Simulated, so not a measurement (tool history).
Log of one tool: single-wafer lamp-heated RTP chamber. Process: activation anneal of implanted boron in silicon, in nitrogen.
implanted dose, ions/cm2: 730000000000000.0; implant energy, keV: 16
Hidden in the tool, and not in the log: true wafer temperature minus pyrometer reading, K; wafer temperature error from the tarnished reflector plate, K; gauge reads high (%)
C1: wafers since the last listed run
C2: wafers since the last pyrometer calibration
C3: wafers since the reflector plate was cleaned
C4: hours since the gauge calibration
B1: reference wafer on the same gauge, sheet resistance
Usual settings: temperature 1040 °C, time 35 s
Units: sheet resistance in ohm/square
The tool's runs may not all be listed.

Run 1, hour 0: usual settings; C1 0; C2 1440; C3 4409; C4 42.8; B1 127.02. Result: sheet resistance 153.38 ohm/square.
Run 2, hour 18.6: usual settings; C1 317; C2 1757; C3 4727; C4 61.4; B1 127. Result: sheet resistance 153.88 ohm/square.
Run 3, hour 27: usual settings; C1 143; C2 1900; C3 4870; C4 69.8; B1 127.03. Result: sheet resistance 153.33 ohm/square.
Run 4, hour 33.3: usual settings; C1 107; C2 2008; C3 4977; C4 76.1; B1 127.1. Result: sheet resistance 153.93 ohm/square.
Run 5, hour 75: usual settings; C1 711; C2 2719; C3 5688; C4 117.8; B1 127.02. Result: sheet resistance 153.72 ohm/square.
At hour 84.4: pyrometer window cleaned and pyrometer calibrated.
Run 6, hour 88.7: usual settings but temperature 1061 °C; C1 97; C2 73; C3 5786; C4 131.5; B1 126.93. Result: sheet resistance 152.8 ohm/square.
Run 7, hour 105.6: usual settings but temperature 1061 °C; C1 288; C2 361; C3 6074; C4 148.4; B1 127.06. Result: sheet resistance 152.95 ohm/square.
Run 8, hour 114.5: usual settings but temperature 1061 °C; C1 151; C2 513; C3 6225; C4 157.3; B1 126.96. Result: sheet resistance 152.71 ohm/square.
Run 9, hour 130.5: usual settings but temperature 1056 °C; C1 272; C2 786; C3 6498; C4 173.3; B1 126.95. Result: sheet resistance 153.09 ohm/square.
Run 10, hour 141.3: usual settings but time 47 s; C1 184; C2 970; C3 6683; C4 184.1; B1 127.02. Result: sheet resistance 153.31 ohm/square.
Run 11, hour 159.1: usual settings but time 47 s; C1 303; C2 1273; C3 6986; C4 201.9; B1 127. Result: sheet resistance 152.89 ohm/square.
Run 12, hour 166.9: usual settings but time 47 s; C1 133; C2 1406; C3 7119; C4 209.7; B1 127.01. Result: sheet resistance 152.62 ohm/square.
At hour 197.9: reflector plate cleaned.
Run 13, hour 198.4: usual settings; C1 400; C2 1807; C3 8; C4 241.2; B1 126.95. Result: sheet resistance 153.94 ohm/square.
Run 14, hour 205.6: usual settings; C1 122; C2 1930; C3 131; C4 248.4; B1 127.1. Result: sheet resistance 153.85 ohm/square.
Run 15, hour 221.9: usual settings but time 45 s; C1 277; C2 2208; C3 409; C4 264.7; B1 126.96. Result: sheet resistance 153.21 ohm/square.
At hour 237.6: pyrometer window cleaned and pyrometer calibrated.
Run 16, hour 238.1: usual settings but temperature 1054 °C, time 56 s; C1 139; C2 8; C3 548; C4 280.9; B1 126.98. Result: sheet resistance 151.65 ohm/square.
Run 17, hour 274.6: usual settings but time 48 s; C1 622; C2 631; C3 1171; C4 317.4; B1 127.01. Result: sheet resistance 153.19 ohm/square.
At hour 285: gauge calibrated.
Run 18, hour 288.8: usual settings; C1 242; C2 873; C3 1413; C4 3.8; B1 126.96. Result: sheet resistance 154.13 ohm/square.
Run 19, hour 300.6: usual settings but time 26 s; C1 201; C2 1074; C3 1614; C4 15.6; B1 127.06. Result: sheet resistance 154.84 ohm/square.
Run 20, hour 309: usual settings but temperature 1058 °C, time 27 s; C1 143; C2 1217; C3 1758; C4 24; B1 127.01. Result: sheet resistance 153.56 ohm/square.
Run 21, hour 320.8: usual settings but temperature 1064 °C, time 15 s; C1 201; C2 1419; C3 1959; C4 35.8; B1 126.97. Result: sheet resistance 154.77 ohm/square.
Run 22, hour 336.9: usual settings but temperature 1020 °C, time 51 s; C1 274; C2 1693; C3 2233; C4 51.9; B1 126.98. Result: sheet resistance 154.6 ohm/square.
Run 23, hour 353: usual settings; C1 274; C2 1968; C3 2508; C4 68; B1 126.94. Result: sheet resistance 153.71 ohm/square.
Run 24, hour 369.9: usual settings but temperature 1070 °C, time 51 s; C1 288; C2 2256; C3 2796; C4 84.9; B1 127.02. Result: sheet resistance 150.7 ohm/square.
Run 25, hour 376.3: usual settings but temperature 1028 °C; C1 109; C2 2365; C3 2905; C4 91.3; B1 127.01. Result: sheet resistance 154.83 ohm/square.
Run 26, hour 386.5: usual settings; C1 173; C2 2539; C3 3079; C4 101.5; B1 127.01. Result: sheet resistance 154.24 ohm/square.
At hour 395.9: pyrometer window cleaned and pyrometer calibrated.
Run 27, hour 401.9: usual settings but temperature 1019 °C; C1 126; C2 103; C3 3205; C4 116.9; B1 126.99. Result: sheet resistance 155.82 ohm/square.
Run 28, hour 418: usual settings but temperature 1021 °C, time 41 s; C1 274; C2 377; C3 3480; C4 133; B1 126.98. Result: sheet resistance 155.14 ohm/square.

5 ways to go on from here, each from the tool as it stands after run 28. What would each give?
Run A, hour 418.4: usual settings but time 23 s; C1 6; C2 384; C3 3487; C4 133.4; B1 ?. Result: sheet resistance ?.
Run B, hour 418.4: usual settings but time 49 s; C1 6; C2 384; C3 3487; C4 133.4; B1 ?. Result: sheet resistance ?.
Run C, hour 418.4: usual settings but temperature 1014 °C; C1 6; C2 384; C3 3487; C4 133.4; B1 ?. Result: sheet resistance ?.
Run D, hour 418.4: usual settings but temperature 1069 °C, time 21 s; C1 6; C2 384; C3 3487; C4 133.4; B1 ?. Result: sheet resistance ?.
Run E, hour 418.4: usual settings but temperature 1031 °C, time 29 s; C1 6; C2 384; C3 3487; C4 133.4; B1 ?. Result: sheet resistance ?.

run   B1  sheet resistance
  A  127             154.9
  B  127            153.19
  C  127            156.41
  D  127            153.93
  E  127            155.08
Without the tool's hidden state the same runs would have given:
run  sheet resistance
  A             154.9
  B            153.19
  C            156.41
  D            153.93
  E            155.08
